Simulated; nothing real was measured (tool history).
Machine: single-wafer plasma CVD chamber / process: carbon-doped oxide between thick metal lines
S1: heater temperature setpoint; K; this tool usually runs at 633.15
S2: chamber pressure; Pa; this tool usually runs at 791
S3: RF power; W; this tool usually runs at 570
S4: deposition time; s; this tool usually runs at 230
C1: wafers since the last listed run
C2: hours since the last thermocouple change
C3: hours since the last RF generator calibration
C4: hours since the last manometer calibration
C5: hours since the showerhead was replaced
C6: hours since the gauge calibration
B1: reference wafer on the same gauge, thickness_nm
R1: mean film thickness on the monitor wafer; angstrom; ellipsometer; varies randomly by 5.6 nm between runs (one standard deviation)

{"run": 1, "day": 0.0, "S1": 633.15, "S2": 791, "S3": 635, "S4": 230, "C1": 0, "C2": 1769.7, "C3": 1340.3, "C4": 2027.8, "C5": 2364.5, "C6": 1582.9, "B1": 1589.398, "R1": 14600.57}
{"run": 2, "day": 2.804, "S1": 633.15, "S2": 791, "S3": 635, "S4": 230, "C1": 332, "C2": 1837, "C3": 1407.6, "C4": 2095.1, "C5": 2431.8, "C6": 1650.2, "B1": 1594.513, "R1": 14642.12}
{"run": 3, "day": 5.679, "S1": 640.15, "S2": 791, "S3": 570, "S4": 230, "C1": 341, "C2": 1906, "C3": 1476.6, "C4": 2164.1, "C5": 2500.8, "C6": 1719.2, "B1": 1590.155, "R1": 13447.92}
{"run": 4, "day": 6.825, "S1": 640.15, "S2": 791, "S3": 570, "S4": 230, "C1": 135, "C2": 1933.5, "C3": 1504.1, "C4": 2191.6, "C5": 2528.3, "C6": 1746.7, "B1": 1589.394, "R1": 13345.15}
{"run": 5, "day": 9.338, "S1": 640.15, "S2": 791, "S3": 570, "S4": 230, "C1": 298, "C2": 1993.8, "C3": 1564.4, "C4": 2251.9, "C5": 2588.6, "C6": 1807, "B1": 1590.393, "R1": 13288.83}
{"day": 10.546, "done": "thermocouple changed; heater temperature recalibrated"}
{"run": 6, "day": 10.867, "S1": 627.15, "S2": 791, "S3": 570, "S4": 230, "C1": 141, "C2": 7.7, "C3": 1601.1, "C4": 2288.6, "C5": 2625.3, "C6": 1843.7, "B1": 1590.212, "R1": 13728.17}
{"run": 7, "day": 13.817, "S1": 627.15, "S2": 791, "S3": 480, "S4": 250, "C1": 350, "C2": 78.5, "C3": 1671.9, "C4": 2359.4, "C5": 2696.1, "C6": 1914.5, "B1": 1591.056, "R1": 13038.76}
{"run": 8, "day": 15.033, "S1": 633.15, "S2": 791, "S3": 570, "S4": 189, "C1": 144, "C2": 107.7, "C3": 1701.1, "C4": 2388.6, "C5": 2725.3, "C6": 1943.7, "B1": 1587.592, "R1": 11038.37}
{"run": 9, "day": 17.433, "S1": 633.15, "S2": 791, "S3": 570, "S4": 230, "C1": 284, "C2": 165.3, "C3": 1758.7, "C4": 2446.2, "C5": 2782.9, "C6": 2001.3, "B1": 1592.127, "R1": 13546.09}
{"run": 10, "day": 19.517, "S1": 633.15, "S2": 791, "S3": 630, "S4": 230, "C1": 247, "C2": 215.3, "C3": 1808.7, "C4": 2496.2, "C5": 2832.9, "C6": 2051.3, "B1": 1592.188, "R1": 14657.06}
{"run": 11, "day": 20.633, "S1": 646.15, "S2": 791, "S3": 570, "S4": 268, "C1": 132, "C2": 242.1, "C3": 1835.5, "C4": 2523, "C5": 2859.7, "C6": 2078.1, "B1": 1589.594, "R1": 15380.07}
{"day": 21.717, "done": "capacitance manometer re-zeroed and calibrated"}
{"run": 12, "day": 22.55, "S1": 633.15, "S2": 791, "S3": 570, "S4": 230, "C1": 187, "C2": 288.1, "C3": 1881.5, "C4": 20, "C5": 2905.7, "C6": 2124.1, "B1": 1587.444, "R1": 13481.96}
{"run": 13, "day": 23.892, "S1": 633.15, "S2": 791, "S3": 570, "S4": 269, "C1": 159, "C2": 320.3, "C3": 1913.7, "C4": 52.2, "C5": 2937.9, "C6": 2156.3, "B1": 1590.352, "R1": 15737.83}
{"run": 14, "day": 24.967, "S1": 633.15, "S2": 655, "S3": 570, "S4": 230, "C1": 127, "C2": 346.1, "C3": 1939.5, "C4": 78, "C5": 2963.7, "C6": 2182.1, "B1": 1591.184, "R1": 12994.26}
{"run": 15, "day": 26.579, "S1": 621.15, "S2": 663, "S3": 620, "S4": 216, "C1": 191, "C2": 384.8, "C3": 1978.2, "C4": 116.7, "C5": 3002.4, "C6": 2220.8, "B1": 1586.08, "R1": 13499.84}
{"day": 27.225, "done": "showerhead replaced"}
{"day": 28.067, "done": "gauge calibrated"}
{"run": 16, "day": 29.129, "S1": 619.15, "S2": 919, "S3": 495, "S4": 273, "C1": 263, "C2": 446, "C3": 2039.4, "C4": 177.9, "C5": 45.7, "C6": 25.5, "B1": 1587.817, "R1": 15047.64}
{"day": 30.454, "done": "RF generator calibrated"}
{"run": 17, "day": 36.133, "S1": 623.15, "S2": 641, "S3": 570, "S4": 268, "C1": 791, "C2": 614.1, "C3": 136.3, "C4": 346, "C5": 213.8, "C6": 193.6, "B1": 1591.443, "R1": 15639.07}
{"run": 18, "day": 37.975, "S1": 623.15, "S2": 791, "S3": 520, "S4": 230, "C1": 218, "C2": 658.3, "C3": 180.5, "C4": 390.2, "C5": 258, "C6": 237.8, "B1": 1588.562, "R1": 12930.36}
{"run": 19, "day": 39.958, "S1": 633.15, "S2": 791, "S3": 570, "S4": 212, "C1": 235, "C2": 705.9, "C3": 228.1, "C4": 437.8, "C5": 305.6, "C6": 285.4, "B1": 1592.453, "R1": 12558.02}
{"run": 20, "day": 42.742, "S1": 644.15, "S2": 923, "S3": 570, "S4": 198, "C1": 330, "C2": 772.7, "C3": 294.9, "C4": 504.6, "C5": 372.4, "C6": 352.2, "B1": 1588.61, "R1": 11555.72}
{"run": 21, "day": 43.975, "S1": 633.15, "S2": 945, "S3": 570, "S4": 230, "C1": 146, "C2": 802.3, "C3": 324.5, "C4": 534.2, "C5": 402, "C6": 381.8, "B1": 1593.456, "R1": 13739.52}
{"run": 22, "day": 52.596, "S1": 633.15, "S2": 791, "S3": 570, "S4": 230, "C1": 1022, "C2": 1009.2, "C3": 531.4, "C4": 741.1, "C5": 608.9, "C6": 588.7, "B1": 1594.422, "R1": 13613.54}
{"run": 23, "day": 55.288, "S1": 633.15, "S2": 791, "S3": 655, "S4": 230, "C1": 319, "C2": 1073.8, "C3": 596, "C4": 805.7, "C5": 673.5, "C6": 653.3, "B1": 1588.435, "R1": 15025.8}
{"run": 24, "day": 58.129, "S1": 633.15, "S2": 791, "S3": 570, "S4": 230, "C1": 337, "C2": 1142, "C3": 664.2, "C4": 873.9, "C5": 741.7, "C6": 721.5, "B1": 1591.9, "R1": 13561.46}
{"run": 25, "day": 59.717, "S1": 633.15, "S2": 720, "S3": 570, "S4": 191, "C1": 188, "C2": 1180.1, "C3": 702.3, "C4": 912, "C5": 779.8, "C6": 759.6, "B1": 1589.021, "R1": 11006.16}
{"run": 26, "day": 64.308, "S1": 633.15, "S2": 791, "S3": 570, "S4": 190, "C1": 544, "C2": 1290.3, "C3": 812.5, "C4": 1022.2, "C5": 890, "C6": 869.8, "B1": 1588.099, "R1": 11224.11}
{"run": 27, "day": 66.142, "S1": 633.15, "S2": 791, "S3": 570, "S4": 230, "C1": 217, "C2": 1334.3, "C3": 856.5, "C4": 1066.2, "C5": 934, "C6": 913.8, "B1": 1587.328, "R1": 13553.11}
{"run": 28, "day": 67.479, "S1": 625.15, "S2": 871, "S3": 655, "S4": 198, "C1": 158, "C2": 1366.4, "C3": 888.6, "C4": 1098.3, "C5": 966.1, "C6": 945.9, "B1": 1591.26, "R1": 13191.93}
{"run": 29, "day": 70.05, "S1": 640.15, "S2": 987, "S3": 570, "S4": 230, "C1": 305, "C2": 1428.1, "C3": 950.3, "C4": 1160, "C5": 1027.8, "C6": 1007.6, "B1": 1587.77, "R1": 13676.13}

3 options for the next run, each taken on its own from the tool as it stands now. Forecast them:
{"run": "A", "day": 70.071, "S1": 633.15, "S2": 791, "S3": 570, "S4": 230, "C1": 2, "C2": 1428.6, "C3": 950.8, "C4": 1160.5, "C5": 1028.3, "C6": 1008.1, "B1": "?", "R1": "?"}
{"run": "B", "day": 70.071, "S1": 619.15, "S2": 900, "S3": 570, "S4": 230, "C1": 2, "C2": 1428.6, "C3": 950.8, "C4": 1160.5, "C5": 1028.3, "C6": 1008.1, "B1": "?", "R1": "?"}
{"run": "C", "day": 70.071, "S1": 641.15, "S2": 985, "S3": 525, "S4": 202, "C1": 2, "C2": 1428.6, "C3": 950.8, "C4": 1160.5, "C5": 1028.3, "C6": 1008.1, "B1": "?", "R1": "?"}

run=A B1=1590.031 R1=13514.06
run=B B1=1590.031 R1=14188.59
run=C B1=1590.031 R1=11214.12
What these runs would have given with no unlogged condition in the tool:
run=A R1=13514.06
run=B R1=14188.59
run=C R1=11214.12

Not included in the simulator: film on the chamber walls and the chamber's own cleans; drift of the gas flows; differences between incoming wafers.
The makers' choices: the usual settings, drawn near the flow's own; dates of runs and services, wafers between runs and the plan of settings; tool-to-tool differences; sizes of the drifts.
